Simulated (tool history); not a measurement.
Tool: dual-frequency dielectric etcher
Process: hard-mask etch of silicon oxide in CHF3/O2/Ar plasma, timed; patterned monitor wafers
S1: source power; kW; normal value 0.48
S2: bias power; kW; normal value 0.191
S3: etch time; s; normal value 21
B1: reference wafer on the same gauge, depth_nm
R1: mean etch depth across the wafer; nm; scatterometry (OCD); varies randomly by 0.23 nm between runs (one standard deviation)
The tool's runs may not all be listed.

run,day,S1,S2,S3,B1,R1
1,0,0.52,0.191,21,35.04,42.44
2,2.988,0.48,0.191,21,35.11,40.77
3,4.242,0.48,0.191,21,35.14,40.63
4,6.904,0.48,0.191,21,35.17,40.45
5,9.154,0.48,0.191,21,35.13,40.9
6,10.479,0.48,0.191,21,35.28,41.08
7,12.825,0.48,0.191,21,35.28,40.94
8,21.529,0.48,0.191,21,33.77,39.67
9,21.746,0.48,0.191,21,33.78,39.42
10,23.121,0.48,0.191,21,33.74,38.8
11,25.358,0.48,0.191,21,33.87,39.5
12,26.783,0.48,0.226,21,33.85,43.17
13,28.608,0.48,0.226,21,33.91,43.1
14,31.567,0.4,0.174,21,34,33.57
15,34.096,0.38,0.191,15.5,34.04,25.51
16,37.671,0.41,0.227,26.5,34.19,50.06
17,39.208,0.38,0.191,21,34.18,34.58
18,41.946,0.37,0.191,21,34.15,34.14
19,43.008,0.59,0.172,15.5,34.21,30.67
20,46,0.48,0.191,21,34.28,39.67
21,48.679,0.57,0.191,16.5,34.37,34.57
22,51.208,0.48,0.191,21,34.41,39.92
23,53.321,0.48,0.191,21,34.41,40.15
24,54.796,0.48,0.191,21,34.44,40.29
25,56.021,0.54,0.191,21,34.48,42.64
26,57.783,0.57,0.147,19,34.56,34.48
27,60.658,0.38,0.191,21,34.62,35.06
28,61.892,0.36,0.191,21,34.6,33.99
29,64.583,0.48,0.211,21,34.73,42.35

Removed from this log: 9 entries logged between the listed runs. Between which two listed runs does each belong, and how does the tool's hidden state at the listed run before it compare with that at the listed run after it?
Run 3 -> run 4: wet clean of the chamber (day 6.883)
  gauge reads high (%): 4.23 -> 4.39
  the result without the hidden state subtracted from the measured one, R1: +1.65 -> +1.7 nm
Run 7 -> run 8: gauge calibrated (day 13.983); wet clean of the chamber (day 20.25); upper electrode replaced (day 21.508)
  gauge reads high (%): 4.73 -> 0.271
  the result without the hidden state subtracted from the measured one, R1: +1.84 -> +0.1 nm
Run 12 -> run 13: source power generator calibrated (day 27.05)
  gauge reads high (%): 0.577 -> 0.683
  the result without the hidden state subtracted from the measured one, R1: +0.25 -> +0.29 nm
Run 15 -> run 16: wet clean of the chamber (day 37.65)
  gauge reads high (%): 1 -> 1.21
  the result without the hidden state subtracted from the measured one, R1: +0.25 -> +0.6 nm
Run 16 -> run 17: bias power generator calibrated (day 39.146)
  gauge reads high (%): 1.21 -> 1.3
  the result without the hidden state subtracted from the measured one, R1: +0.6 -> +0.45 nm
Run 21 -> run 22: wet clean of the chamber (day 51.188)
  gauge reads high (%): 1.85 -> 2
  the result without the hidden state subtracted from the measured one, R1: +0.63 -> +0.78 nm
Run 28 -> run 29: wet clean of the chamber (day 64.562)
  gauge reads high (%): 2.62 -> 2.77
  the result without the hidden state subtracted from the measured one, R1: +0.86 -> +1.14 nm
